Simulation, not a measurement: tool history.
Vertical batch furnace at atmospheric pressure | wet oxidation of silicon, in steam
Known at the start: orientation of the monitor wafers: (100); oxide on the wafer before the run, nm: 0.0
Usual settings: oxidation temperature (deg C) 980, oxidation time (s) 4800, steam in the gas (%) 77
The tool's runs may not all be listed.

run,hour,oxidation temperature (deg C),oxidation time (s),steam in the gas (%),"read-back reference wafer on the same gauge, thickness",oxide thickness on the monitor wafer (Å)
1,0,980,4800,77,438.99,4015.6
2,14.8,980,4800,77,439.2,4002.3
3,49.5,980,4800,77,438.84,4018.1
4,106.1,980,4800,77,439.07,4007.1
5,139.9,980,4800,77,439.08,4029.6
6,153.6,980,4800,77,438.96,4002.7
7,166,980,4800,77,438.9,3991.8
8,191.9,980,4800,77,438.98,4001.7
9,214.4,980,4800,72,438.99,3830.1
10,238.1,980,4800,72,439.11,3832.8
11,263.3,980,3630,77,438.9,3262.2
12,280.8,980,3630,77,438.84,3276.6
13,295.9,980,5940,77,438.98,4657.5
# hour 316.8: gauge calibrated
14,319.3,980,3420,77,439.15,3130.4
15,379.5,980,3420,77,438.99,3131.3
16,404.2,980,3420,77,439.11,3137.5
17,421.3,962,6150,87,439.19,4535.3
18,437.4,980,2430,69,438.72,2226.7
19,470.1,980,5940,77,439.18,4662.1
20,495,991,3900,74,439.18,3671.6
21,508.3,980,3630,77,438.97,3284.3
# hour 540.5: steam generator serviced
22,541,980,5790,77,439.06,4635.5
# hour 584.3: thermocouples replaced and temperature profile calibrated
23,584.8,960,3390,70,438.87,2341.6
24,590.8,1004,6840,86,438.99,6418.1
25,603.7,997,5970,77,438.82,5223.8
26,617.6,956,4110,65,438.9,2473.3
27,648.5,980,3120,77,439.08,2877.7
28,663.2,964,3810,83,438.91,3050.4
29,697.5,980,4800,77,438.93,3940
30,721.1,980,4800,77,438.87,3938.7
31,756.4,961,4800,85,439.3,3623.4
32,770.2,980,4050,77,439.11,3490.2
33,796.4,969,6360,77,439.09,4422.6

5 ways to go on from here, each from the tool as it stands after run 33. What would each give?
A,802.5,980,4800,77,?,?
B,802.5,987,4800,77,?,?
C,802.5,980,6570,77,?,?
D,802.5,967,2460,66,?,?
E,802.5,980,6780,87,?,?

run,"read-back reference wafer on the same gauge, thickness",oxide thickness on the monitor wafer (Å)
A,439.13,3928
B,439.13,4152.7
C,439.13,4901.8
D,439.13,1841.9
E,439.13,5446.4
Without the tool's hidden state the same runs would have given:
run,oxide thickness on the monitor wafer (Å)
A,3956.1
B,4182
C,4936
D,1856.4
E,5484
